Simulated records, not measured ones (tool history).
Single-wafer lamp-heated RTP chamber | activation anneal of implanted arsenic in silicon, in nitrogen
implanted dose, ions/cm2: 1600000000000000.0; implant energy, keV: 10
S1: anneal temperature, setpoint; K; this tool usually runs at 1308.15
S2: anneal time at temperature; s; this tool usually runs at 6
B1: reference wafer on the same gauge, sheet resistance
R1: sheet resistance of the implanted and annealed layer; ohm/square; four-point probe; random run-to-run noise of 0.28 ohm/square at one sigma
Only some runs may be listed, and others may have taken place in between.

run,hour,S1,S2,B1,R1
1,0,1308.15,6,132.06,133.52
2,45.2,1308.15,6,131.95,133.91
3,74.4,1308.15,6,132.01,133.38
4,121.5,1308.15,6,131.99,133.1
5,191.9,1308.15,6,132.02,132.98
# hour 220.7: reflector plate cleaned
6,252.1,1308.15,6,132.01,133.08
7,296.7,1290.15,6,131.98,147.29
8,360,1290.15,6,132.03,145.9
9,404,1290.15,6,132.02,146.12
10,459.7,1308.15,9,132.04,121.47
# hour 473.5: pyrometer window cleaned and pyrometer calibrated
11,513.8,1308.15,9,132.01,123.07
12,561.6,1308.15,6,132.03,133.09
13,648.8,1308.15,6,131.95,133.64
14,694.9,1308.15,6,131.98,133.99
15,746,1308.15,6,132.01,133.3
# hour 759: reflector plate cleaned
16,807.5,1308.15,4,132,144
17,855.4,1295.15,9,131.97,132.93
18,924.9,1318.15,3,131.98,143.26
19,964.2,1308.15,6,131.99,133.49
# hour 994.2: gauge calibrated
20,1003.7,1334.15,6,131.97,114.89
21,1070.2,1295.15,6,132.07,142.17
22,1134.8,1308.15,6,131.98,131.97
23,1175.2,1323.15,5,131.99,125.91
24,1201.8,1308.15,6,131.95,132.04
# hour 1223.6: reflector plate cleaned
25,1258.1,1318.15,9,132,114.29
26,1283,1321.15,5,131.98,127.46
# hour 1291.4: pyrometer window cleaned and pyrometer calibrated
27,1370.4,1308.15,6,131.97,133.48

Expected results for the next run?
28,1529.4,1283.15,6,?,?

B1: 132.01
R1: 152.56 ohm/square
If the tool had no hidden condition, the same run with the same run-to-run variation would have returned R1 153.05 ohm/square.

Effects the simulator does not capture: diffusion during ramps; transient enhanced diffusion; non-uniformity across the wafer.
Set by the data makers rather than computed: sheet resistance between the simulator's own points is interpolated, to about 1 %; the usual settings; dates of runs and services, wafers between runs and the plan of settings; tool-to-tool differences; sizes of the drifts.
